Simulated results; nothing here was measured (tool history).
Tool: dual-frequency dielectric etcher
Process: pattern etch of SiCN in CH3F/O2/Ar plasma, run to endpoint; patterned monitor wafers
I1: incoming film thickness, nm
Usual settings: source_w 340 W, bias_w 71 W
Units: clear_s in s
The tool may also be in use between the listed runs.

Run 1, hour 0: usual settings; I1 9.64. Result: clear_s 26.8 s.
Run 2, hour 19.7: usual settings; I1 9.64. Result: clear_s 26.8 s.
Run 3, hour 42.9: usual settings; I1 9.61. Result: clear_s 26.8 s.
Run 4, hour 59.8: usual settings; I1 9.56. Result: clear_s 26.8 s.
Run 5, hour 86.6: usual settings; I1 9.6. Result: clear_s 26.6 s.
Run 6, hour 109.1: usual settings but source_w 370 W, bias_w 80 W; I1 9.64. Result: clear_s 25 s.
Run 7, hour 137.7: usual settings but source_w 370 W, bias_w 80 W; I1 9.62. Result: clear_s 25.1 s.
At hour 180: wet clean of the chamber.
Run 8, hour 180.5: usual settings but source_w 280 W, bias_w 81 W; I1 9.7. Result: clear_s 26.5 s.
Run 9, hour 200.4: usual settings but source_w 280 W, bias_w 81 W; I1 9.6. Result: clear_s 26.3 s.
At hour 217.2: source power generator calibrated.
Run 10, hour 217.7: usual settings but source_w 280 W, bias_w 81 W; I1 9.71. Result: clear_s 26.5 s.
Run 11, hour 227.3: usual settings; I1 9.64. Result: clear_s 26 s.
Run 12, hour 259.6: usual settings; I1 9.69. Result: clear_s 26.3 s.
Run 13, hour 288.4: usual settings but bias_w 58 W; I1 9.52. Result: clear_s 27.7 s.
Run 14, hour 316.2: usual settings but bias_w 58 W; I1 9.7. Result: clear_s 28.2 s.
Run 15, hour 341.7: usual settings but source_w 320 W; I1 9.48. Result: clear_s 26.2 s.
Run 16, hour 376.3: usual settings; I1 9.6. Result: clear_s 26.3 s.
Run 17, hour 400.8: usual settings but source_w 390 W, bias_w 88 W; I1 9.61. Result: clear_s 23.2 s.
Run 18, hour 423.1: usual settings but source_w 270 W, bias_w 76 W; I1 9.63. Result: clear_s 27.4 s.
Run 19, hour 436.5: usual settings but source_w 270 W, bias_w 80 W; I1 9.51. Result: clear_s 26.8 s.
At hour 451.5: bias power generator calibrated.
Run 20, hour 463.9: usual settings but source_w 370 W, bias_w 81 W; I1 9.47. Result: clear_s 24.2 s.
Run 21, hour 487.8: usual settings; I1 9.65. Result: clear_s 26.9 s.
Run 22, hour 512.8: usual settings but source_w 420 W, bias_w 77 W; I1 9.57. Result: clear_s 24.2 s.
Run 23, hour 535.7: usual settings but source_w 390 W; I1 9.61. Result: clear_s 25.6 s.
At hour 568.8: wet clean of the chamber.
Run 24, hour 569.3: usual settings but source_w 410 W, bias_w 61 W; I1 9.56. Result: clear_s 25.8 s.
Run 25, hour 577.8: usual settings but source_w 310 W, bias_w 84 W; I1 9.63. Result: clear_s 25.2 s.
At hour 615.4: upper electrode replaced.
Run 26, hour 615.9: usual settings but source_w 410 W, bias_w 83 W; I1 9.44. Result: clear_s 22.8 s.
Run 27, hour 630.6: usual settings but source_w 390 W, bias_w 66 W; I1 9.52. Result: clear_s 25.5 s.
Run 28, hour 660.5: usual settings but source_w 280 W, bias_w 56 W; I1 9.67. Result: clear_s 30.1 s.
Run 29, hour 688.1: usual settings but source_w 370 W, bias_w 76 W; I1 9.55. Result: clear_s 24.4 s.
Run 30, hour 702.2: usual settings but bias_w 83 W; I1 9.51. Result: clear_s 24.2 s.
Run 31, hour 737.6: usual settings but source_w 410 W, bias_w 65 W; I1 9.62. Result: clear_s 25.7 s.
Run 32, hour 769.9: usual settings; I1 9.64. Result: clear_s 26.4 s.
Run 33, hour 782: usual settings but source_w 390 W, bias_w 84 W; I1 9.65. Result: clear_s 24.1 s.
Run 34, hour 810.5: usual settings; I1 9.52. Result: clear_s 26.4 s.
Run 35, hour 838.8: usual settings but source_w 380 W; I1 9.7. Result: clear_s 26.1 s.

4 ways to go on from here, each from the tool as it stands after run 35. What would each give?
Run A, hour 839.2: usual settings but source_w 290 W; I1 9.56. Result: clear_s ?.
Run B, hour 839.2: usual settings but source_w 300 W, bias_w 63 W; I1 9.56. Result: clear_s ?.
Run C, hour 839.2: usual settings but source_w 290 W, bias_w 81 W; I1 9.56. Result: clear_s ?.
Run D, hour 839.2: usual settings but source_w 360 W, bias_w 61 W; I1 9.56. Result: clear_s ?.

run  clear_s
  A     27.8
  B     28.7
  C     26.5
  D     27.5
Without the tool's hidden state the same runs would have given:
run  clear_s
  A     27.2
  B     28.1
  C     25.9
  D       27
